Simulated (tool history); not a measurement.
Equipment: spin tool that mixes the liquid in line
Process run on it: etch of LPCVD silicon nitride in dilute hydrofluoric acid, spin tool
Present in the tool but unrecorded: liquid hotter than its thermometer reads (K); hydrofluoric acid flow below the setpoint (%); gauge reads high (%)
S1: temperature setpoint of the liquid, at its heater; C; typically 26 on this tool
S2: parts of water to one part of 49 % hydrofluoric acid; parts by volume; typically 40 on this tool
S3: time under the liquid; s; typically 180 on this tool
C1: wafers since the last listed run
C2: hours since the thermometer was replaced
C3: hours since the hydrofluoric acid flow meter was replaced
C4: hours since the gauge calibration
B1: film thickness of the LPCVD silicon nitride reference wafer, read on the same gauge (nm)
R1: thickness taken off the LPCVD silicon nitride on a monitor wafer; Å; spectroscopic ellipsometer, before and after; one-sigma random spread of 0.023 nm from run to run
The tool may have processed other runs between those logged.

run    hour    S1  S2   S3    C1      C2      C3      C4       B1     R1
  1       0    24  40  180     0   709.1   776.9   895.2      150  26.87
  2    48.8    26  40  180   438   757.9   825.7     944  150.007  30.69
  3   145.4    26  40  180   868   854.5   922.3  1040.6  150.022  31.13
  4   215.7    26  40  180   631   924.8   992.6  1110.9  150.019  30.75
  5   314.1  29.5  40  180   884  1023.2    1091  1209.3  150.001  39.77
      411.3  -- thermometer replaced
  6   420.2  29.5  40  180   944     8.9  1197.1  1315.4  150.003  36.76
  7   525.9    29  55  180   949   114.6  1302.8  1421.1  149.975     26
  8   574.9    29  55  180   440   163.6  1351.8  1470.1  149.985  26.52
  9   644.9    29  55  180   628   233.6  1421.8  1540.1  150.007  26.47
      689.2  -- hydrofluoric acid flow meter replaced
 10   845.4    26  40  180  1792   434.1   156.2  1740.6  150.031  30.59
 11   884.1    26  40  180   347   472.8   194.9  1779.3  149.968  30.67
 12   970.7    26  40  180   778   559.4   281.5  1865.9   150.02  31.09
 13  1064.8    26  40  180   845   653.5   375.6    1960  149.974  31.51
 14  1156.8  22.5  40  180   826   745.5   467.6    2052  149.992  24.67
 15    1239    31  40  180   738   827.7   549.8  2134.2  149.985  43.43
     1332.6  -- gauge calibrated
 16  1336.2    26  30  240   873   924.9     647     3.6  149.974  56.64
     1367.6  -- thermometer replaced
 17  1421.8  28.5  40  255   760    54.2   732.6    89.2  149.969  47.89
 18  1499.9    26  30  180   701   132.3   810.7   167.3  149.978  37.84
 19  1604.4  28.5  40  180   939   236.8   915.2   271.8  149.978  34.38
 20  1664.3    26  40  180   538   296.7   975.1   331.7  150.018  28.97
 21  1750.8    26  40  180   777   383.2  1061.6   418.2  150.018  29.03
 22  1805.2    22  40  180   488   437.6    1116   472.6  150.028  22.25
 23  1854.5    22  40  115   442   486.9  1165.3   521.9  149.987  14.82
 24    1940    26  25  180   768   572.4  1250.8   607.4  150.013  47.33
 25  2039.6  24.5  60   90   894     672  1350.4     707  150.009   9.27
     2127.1  -- hydrofluoric acid flow meter replaced
 26    2140    26  40  180   893   772.4    12.9   807.4  149.994  30.53
 27  2383.9    26  40  180  2191  1016.3   256.8  1051.3  149.971  31.28
     2452.7  -- thermometer replaced
 28  2468.7    24  50  250   753      16   341.6  1136.1  150.022  28.03
 29  2563.6  27.5  45  180   852   110.9   436.5    1231  150.011  28.78
 30  2619.5    26  40  180   502   166.8   492.4  1286.9  150.009  29.23
 31  2708.1  23.5  55  135   796   255.4     581  1375.5  150.025  13.77
 32  2780.8  21.5  40  180   653   328.1   653.7  1448.2  150.015  21.88

Predict each of these 4 candidate next runs independently; none follows another, all start after run 32:
  A  2781.3    26  40  210   4  328.6  654.2  1448.7   ?   ?
  B  2781.3  22.5  40   95   4  328.6  654.2  1448.7   ?   ?
  C  2781.3    28  50  245   4  328.6  654.2  1448.7   ?   ?
  D  2781.3  27.5  30  255   4  328.6  654.2  1448.7   ?   ?

run       B1     R1
  A  149.984  34.67
  B  149.984  12.39
  C  149.984  37.05
  D  149.984  61.56
Take away the tool's hidden state, keep each run's random variation, and the runs would have read:
run     R1
  A  32.87
  B  11.74
  C  35.17
  D  58.38
